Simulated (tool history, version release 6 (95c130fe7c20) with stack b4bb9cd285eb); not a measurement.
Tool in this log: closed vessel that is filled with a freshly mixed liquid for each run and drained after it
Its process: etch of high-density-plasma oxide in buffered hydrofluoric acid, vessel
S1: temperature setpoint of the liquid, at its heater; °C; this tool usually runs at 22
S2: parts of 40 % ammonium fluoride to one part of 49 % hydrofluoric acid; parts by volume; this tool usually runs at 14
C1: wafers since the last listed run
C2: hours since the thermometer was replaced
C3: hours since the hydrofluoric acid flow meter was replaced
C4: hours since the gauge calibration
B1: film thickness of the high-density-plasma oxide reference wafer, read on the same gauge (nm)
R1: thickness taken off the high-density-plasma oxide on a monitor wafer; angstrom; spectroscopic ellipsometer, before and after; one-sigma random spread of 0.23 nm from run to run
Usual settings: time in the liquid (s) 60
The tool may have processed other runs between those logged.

{"run": 1, "day": 0.0, "S1": 22, "S2": 10, "time in the liquid (s)": 60, "C1": 0, "C2": 732.2, "C3": 619.3, "C4": 638, "B1": 30, "R1": 770.2}
{"run": 2, "day": 1.633, "S1": 22, "S2": 10, "time in the liquid (s)": 60, "C1": 5564, "C2": 771.4, "C3": 658.5, "C4": 677.2, "B1": 30, "R1": 771.8}
{"run": 3, "day": 5.571, "S1": 22, "S2": 10, "time in the liquid (s)": 60, "C1": 13415, "C2": 865.9, "C3": 753, "C4": 771.7, "B1": 30, "R1": 773.9}
{"run": 4, "day": 8.896, "S1": 19, "S2": 14, "time in the liquid (s)": 60, "C1": 11328, "C2": 945.7, "C3": 832.8, "C4": 851.5, "B1": 29.99, "R1": 471.8}
{"day": 9.279, "done": "thermometer replaced"}
{"run": 5, "day": 12.217, "S1": 19, "S2": 14, "time in the liquid (s)": 60, "C1": 11172, "C2": 70.5, "C3": 912.5, "C4": 931.2, "B1": 29.99, "R1": 466}
{"run": 6, "day": 16.604, "S1": 19, "S2": 14, "time in the liquid (s)": 60, "C1": 14948, "C2": 175.8, "C3": 1017.8, "C4": 1036.5, "B1": 30, "R1": 461.8}
{"run": 7, "day": 20.55, "S1": 22, "S2": 12, "time in the liquid (s)": 60, "C1": 13443, "C2": 270.5, "C3": 1112.5, "C4": 1131.2, "B1": 30, "R1": 641.2}
{"run": 8, "day": 30.488, "S1": 22, "S2": 12, "time in the liquid (s)": 60, "C1": 33857, "C2": 509, "C3": 1351, "C4": 1369.7, "B1": 29.98, "R1": 647.7}
{"run": 9, "day": 32.662, "S1": 22, "S2": 12, "time in the liquid (s)": 60, "C1": 7410, "C2": 561.2, "C3": 1403.2, "C4": 1421.9, "B1": 30, "R1": 653.6}
{"run": 10, "day": 35.854, "S1": 18.5, "S2": 14, "time in the liquid (s)": 45, "C1": 10874, "C2": 637.8, "C3": 1479.8, "C4": 1498.5, "B1": 30.01, "R1": 343.9}
{"run": 11, "day": 38.95, "S1": 18.5, "S2": 14, "time in the liquid (s)": 45, "C1": 10547, "C2": 712.1, "C3": 1554.1, "C4": 1572.8, "B1": 29.97, "R1": 345.7}
{"run": 12, "day": 41.062, "S1": 22, "S2": 14, "time in the liquid (s)": 35, "C1": 7197, "C2": 762.8, "C3": 1604.8, "C4": 1623.5, "B1": 29.99, "R1": 329.9}
{"run": 13, "day": 45.017, "S1": 26.5, "S2": 10.5, "time in the liquid (s)": 60, "C1": 13471, "C2": 857.7, "C3": 1699.7, "C4": 1718.4, "B1": 30.02, "R1": 949.7}
{"day": 45.354, "done": "thermometer replaced"}
{"run": 14, "day": 46.688, "S1": 25, "S2": 14, "time in the liquid (s)": 60, "C1": 5550, "C2": 32, "C3": 1739.8, "C4": 1758.5, "B1": 30.02, "R1": 652.5}
{"run": 15, "day": 48.375, "S1": 22, "S2": 14, "time in the liquid (s)": 60, "C1": 5749, "C2": 72.5, "C3": 1780.3, "C4": 1799, "B1": 30.01, "R1": 556.8}
{"run": 16, "day": 51.65, "S1": 18.5, "S2": 8.5, "time in the liquid (s)": 70, "C1": 11157, "C2": 151.1, "C3": 1858.9, "C4": 1877.6, "B1": 30.01, "R1": 844.7}
{"run": 17, "day": 55.142, "S1": 22, "S2": 14, "time in the liquid (s)": 60, "C1": 11896, "C2": 234.9, "C3": 1942.7, "C4": 1961.4, "B1": 29.98, "R1": 555.5}
{"day": 55.954, "done": "hydrofluoric acid flow meter replaced"}
{"run": 18, "day": 59.6, "S1": 22, "S2": 14, "time in the liquid (s)": 60, "C1": 15047, "C2": 341.9, "C3": 87.5, "C4": 2068.4, "B1": 29.99, "R1": 547.8}
{"run": 19, "day": 63.475, "S1": 27, "S2": 10.5, "time in the liquid (s)": 60, "C1": 13202, "C2": 434.9, "C3": 180.5, "C4": 2161.4, "B1": 30.02, "R1": 952.1}
{"run": 20, "day": 65.471, "S1": 25, "S2": 14, "time in the liquid (s)": 60, "C1": 6799, "C2": 482.8, "C3": 228.4, "C4": 2209.3, "B1": 30.01, "R1": 647.3}
{"run": 21, "day": 67.962, "S1": 19.5, "S2": 10.5, "time in the liquid (s)": 60, "C1": 8489, "C2": 542.6, "C3": 288.2, "C4": 2269.1, "B1": 30, "R1": 636}
{"run": 22, "day": 70.296, "S1": 20.5, "S2": 16.5, "time in the liquid (s)": 60, "C1": 7949, "C2": 598.6, "C3": 344.2, "C4": 2325.1, "B1": 29.98, "R1": 431.2}
{"run": 23, "day": 72.092, "S1": 22, "S2": 14, "time in the liquid (s)": 60, "C1": 6118, "C2": 641.7, "C3": 387.3, "C4": 2368.2, "B1": 30, "R1": 551}
{"day": 72.879, "done": "gauge calibrated"}
{"run": 24, "day": 75.925, "S1": 22, "S2": 19, "time in the liquid (s)": 60, "C1": 13060, "C2": 733.7, "C3": 479.3, "C4": 73.1, "B1": 30.01, "R1": 411.8}
{"run": 25, "day": 79.888, "S1": 22, "S2": 10.5, "time in the liquid (s)": 60, "C1": 13500, "C2": 828.8, "C3": 574.4, "C4": 168.2, "B1": 30.02, "R1": 735.8}
{"run": 26, "day": 81.462, "S1": 22, "S2": 18, "time in the liquid (s)": 45, "C1": 5366, "C2": 866.6, "C3": 612.2, "C4": 206, "B1": 30, "R1": 324.3}
{"run": 27, "day": 83.358, "S1": 22, "S2": 14, "time in the liquid (s)": 60, "C1": 6459, "C2": 912.1, "C3": 657.7, "C4": 251.5, "B1": 29.98, "R1": 558.3}
{"run": 28, "day": 86.238, "S1": 19, "S2": 16.5, "time in the liquid (s)": 50, "C1": 9809, "C2": 981.2, "C3": 726.8, "C4": 320.6, "B1": 30.03, "R1": 333.7}
{"day": 86.617, "done": "thermometer replaced"}
{"run": 29, "day": 89.221, "S1": 22, "S2": 14, "time in the liquid (s)": 40, "C1": 10022, "C2": 62.5, "C3": 798.4, "C4": 392.2, "B1": 30.01, "R1": 365.4}
{"run": 30, "day": 91.254, "S1": 22, "S2": 17, "time in the liquid (s)": 60, "C1": 6927, "C2": 111.3, "C3": 847.2, "C4": 441, "B1": 30, "R1": 455.9}
{"run": 31, "day": 94.254, "S1": 18, "S2": 14, "time in the liquid (s)": 60, "C1": 10221, "C2": 183.3, "C3": 919.2, "C4": 513, "B1": 29.95, "R1": 443.1}
{"run": 32, "day": 98.6, "S1": 22, "S2": 16.5, "time in the liquid (s)": 85, "C1": 14806, "C2": 287.6, "C3": 1023.5, "C4": 617.3, "B1": 29.98, "R1": 661.3}

What if the next run were any one of these 3? Each begins from the tool's condition after run 32:
{"run": "A", "day": 98.629, "S1": 22, "S2": 14, "time in the liquid (s)": 60, "C1": 99, "C2": 288.3, "C3": 1024.2, "C4": 618, "B1": "?", "R1": "?"}
{"run": "B", "day": 98.629, "S1": 18, "S2": 17.5, "time in the liquid (s)": 80, "C1": 99, "C2": 288.3, "C3": 1024.2, "C4": 618, "B1": "?", "R1": "?"}
{"run": "C", "day": 98.629, "S1": 26, "S2": 10, "time in the liquid (s)": 85, "C1": 99, "C2": 288.3, "C3": 1024.2, "C4": 618, "B1": "?", "R1": "?"}

run=A B1=30.02 R1=555.8
run=B B1=30.02 R1=475.5
run=C B1=30.02 R1=1353.8
With no hidden state in the tool, these same runs would have given:
run=A R1=543.7
run=B R1=465
run=C R1=1330.8

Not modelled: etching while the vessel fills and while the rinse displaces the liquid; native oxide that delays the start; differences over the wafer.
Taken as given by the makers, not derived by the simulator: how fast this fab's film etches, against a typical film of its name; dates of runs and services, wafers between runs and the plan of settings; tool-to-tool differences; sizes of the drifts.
